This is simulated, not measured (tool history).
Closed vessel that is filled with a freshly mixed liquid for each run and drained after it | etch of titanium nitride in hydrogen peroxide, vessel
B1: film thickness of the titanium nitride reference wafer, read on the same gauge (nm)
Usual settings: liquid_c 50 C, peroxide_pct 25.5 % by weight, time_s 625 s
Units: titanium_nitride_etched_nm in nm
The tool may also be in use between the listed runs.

Run 1, hour 0: usual settings; B1 89.97. Result: titanium_nitride_etched_nm 21.4 nm.
Run 2, hour 8.9: usual settings but liquid_c 55 C; B1 90. Result: titanium_nitride_etched_nm 30.83 nm.
Run 3, hour 21.9: usual settings but liquid_c 55 C; B1 90. Result: titanium_nitride_etched_nm 30.52 nm.
Run 4, hour 73.6: usual settings but liquid_c 55 C; B1 90. Result: titanium_nitride_etched_nm 30.94 nm.
Run 5, hour 83.7: usual settings but peroxide_pct 22 % by weight; B1 90.01. Result: titanium_nitride_etched_nm 20.78 nm.
Run 6, hour 112.7: usual settings but peroxide_pct 22 % by weight; B1 89.98. Result: titanium_nitride_etched_nm 20.97 nm.
Run 7, hour 153.3: usual settings but peroxide_pct 22 % by weight; B1 90.01. Result: titanium_nitride_etched_nm 21.42 nm.
Run 8, hour 162.7: usual settings but peroxide_pct 23 % by weight; B1 90. Result: titanium_nitride_etched_nm 21.39 nm.
Run 9, hour 177.7: usual settings but peroxide_pct 23 % by weight; B1 89.99. Result: titanium_nitride_etched_nm 21.4 nm.
Run 10, hour 190.9: usual settings but peroxide_pct 23 % by weight; B1 90. Result: titanium_nitride_etched_nm 21.51 nm.
Run 11, hour 199.6: usual settings but time_s 395 s; B1 89.98. Result: titanium_nitride_etched_nm 13.97 nm.
Run 12, hour 210: usual settings but peroxide_pct 29 % by weight, time_s 940 s; B1 89.98. Result: titanium_nitride_etched_nm 33.63 nm.
Run 13, hour 223.2: usual settings; B1 90.01. Result: titanium_nitride_etched_nm 17.79 nm.
Run 14, hour 235.1: usual settings but peroxide_pct 29 % by weight, time_s 520 s; B1 90.01. Result: titanium_nitride_etched_nm 15.31 nm.
Run 15, hour 269: usual settings but liquid_c 44.5 C, peroxide_pct 28 % by weight, time_s 725 s; B1 90.02. Result: titanium_nitride_etched_nm 14.2 nm.
Run 16, hour 278.8: usual settings but time_s 340 s; B1 90.01. Result: titanium_nitride_etched_nm 9.8 nm.
Run 17, hour 291.8: usual settings but time_s 790 s; B1 90.03. Result: titanium_nitride_etched_nm 22.87 nm.
Run 18, hour 299.6: usual settings but time_s 765 s; B1 90.02. Result: titanium_nitride_etched_nm 22.39 nm.
Run 19, hour 305.7: usual settings; B1 89.99. Result: titanium_nitride_etched_nm 17.94 nm.
Run 20, hour 312.7: usual settings but liquid_c 54 C; B1 89.96. Result: titanium_nitride_etched_nm 24.05 nm.
Run 21, hour 323: usual settings; B1 89.99. Result: titanium_nitride_etched_nm 18.1 nm.
Run 22, hour 331.1: usual settings; B1 89.98. Result: titanium_nitride_etched_nm 18.03 nm.
Run 23, hour 339.2: usual settings but peroxide_pct 18.5 % by weight, time_s 855 s; B1 89.99. Result: titanium_nitride_etched_nm 23.25 nm.
Run 24, hour 349.5: usual settings but liquid_c 46.5 C, peroxide_pct 30 % by weight, time_s 480 s; B1 90.02. Result: titanium_nitride_etched_nm 11.06 nm.
Run 25, hour 360.9: usual settings but peroxide_pct 29 % by weight, time_s 910 s; B1 90.03. Result: titanium_nitride_etched_nm 27.42 nm.
Run 26, hour 373.5: usual settings; B1 89.98. Result: titanium_nitride_etched_nm 18.23 nm.
Run 27, hour 386.2: usual settings but peroxide_pct 28.5 % by weight, time_s 725 s; B1 89.98. Result: titanium_nitride_etched_nm 21.57 nm.
Run 28, hour 401.5: usual settings but liquid_c 53.5 C, time_s 875 s; B1 90.02. Result: titanium_nitride_etched_nm 32.55 nm.
Run 29, hour 411.7: usual settings but liquid_c 58.5 C, peroxide_pct 19 % by weight; B1 89.99. Result: titanium_nitride_etched_nm 31.16 nm.

Not shown: 4 entries that the log had between the listed runs. Between which runs, and how does the tool's hidden state differ before and after?
Between runs 4 and 5: peroxide flow meter replaced (hour 80.7)
  liquid hotter than its thermometer reads (K): 2.7 -> 2.71
  measured less the result without the state, titanium_nitride_etched_nm: +5.29 -> +3.67 nm
Between runs 6 and 7: new drum of peroxide connected (hour 134.2)
  liquid hotter than its thermometer reads (K): 2.76 -> 2.81
  measured less the result without the state, titanium_nitride_etched_nm: +3.76 -> +3.91 nm
Between runs 12 and 13: thermometer replaced (hour 215)
  liquid hotter than its thermometer reads (K): 2.9 -> 0.0249
  measured less the result without the state, titanium_nitride_etched_nm: +6.31 -> +0.03 nm
Between runs 15 and 16: gauge calibrated (hour 269.2)
  liquid hotter than its thermometer reads (K): 0.092 -> 0.106
  measured less the result without the state, titanium_nitride_etched_nm: +0.1 -> +0.08 nm
